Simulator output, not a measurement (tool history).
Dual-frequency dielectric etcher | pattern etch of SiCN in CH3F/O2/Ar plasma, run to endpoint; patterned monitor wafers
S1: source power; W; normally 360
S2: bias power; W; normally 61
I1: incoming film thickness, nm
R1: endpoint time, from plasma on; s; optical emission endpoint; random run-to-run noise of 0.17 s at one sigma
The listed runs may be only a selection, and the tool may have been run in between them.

| run | hour | S1 | S2 | I1 | R1 |
|---|---|---|---|---|---|
| 1 | 0.0 | 360 | 72 | 7.26 | 19.8 |
| 2 | 94.3 | 360 | 67 | 7.34 | 20.2 |
| 3 | 184.4 | 360 | 65 | 7.33 | 20.7 |
| 4 | 235.4 | 360 | 51 | 7.26 | 22.6 |
| 5 | 338.3 | 360 | 51 | 7.27 | 22.6 |
| 6 | 426.0 | 360 | 51 | 7.34 | 23.0 |
| 7 | 512.6 | 360 | 61 | 7.35 | 21.3 |
| 8 | 557.2 | 360 | 61 | 7.23 | 21.0 |
|  | 593.9 | wet clean of the chamber |
| 9 | 607.8 | 360 | 61 | 7.29 | 20.9 |
| 10 | 700.1 | 320 | 49 | 7.31 | 24.6 |
|  | 729.2 | bias power generator calibrated |
| 11 | 768.9 | 410 | 54 | 7.34 | 21.4 |
| 12 | 849.4 | 320 | 67 | 7.30 | 21.4 |
|  | 929.3 | upper electrode replaced |
| 13 | 929.8 | 360 | 72 | 7.30 | 19.7 |
|  | 948.3 | source power generator calibrated |
| 14 | 972.9 | 360 | 61 | 7.39 | 21.4 |
| 15 | 1077.3 | 400 | 61 | 7.33 | 20.3 |
| 16 | 1140.7 | 330 | 66 | 7.26 | 21.1 |
|  | 1184.7 | wet clean of the chamber |
| 17 | 1248.1 | 360 | 61 | 7.37 | 21.5 |
| 18 | 1341.8 | 430 | 61 | 7.27 | 19.5 |

5 options for the next run, each taken on its own from the tool as it stands now. Forecast them:
| A | 1342.2 | 290 | 61 | 7.30 | ? |
| B | 1342.2 | 310 | 48 | 7.30 | ? |
| C | 1342.2 | 440 | 61 | 7.30 | ? |
| D | 1342.2 | 340 | 61 | 7.30 | ? |
| E | 1342.2 | 320 | 61 | 7.30 | ? |

| run | R1 |
|---|---|
| A | 23.7 |
| B | 25.5 |
| C | 19.5 |
| D | 22.0 |
| E | 22.6 |
Had the tool no hidden state, the same runs would have come out as:
| run | R1 |
|---|---|
| A | 23.7 |
| B | 25.5 |
| C | 19.5 |
| D | 22.0 |
| E | 22.6 |
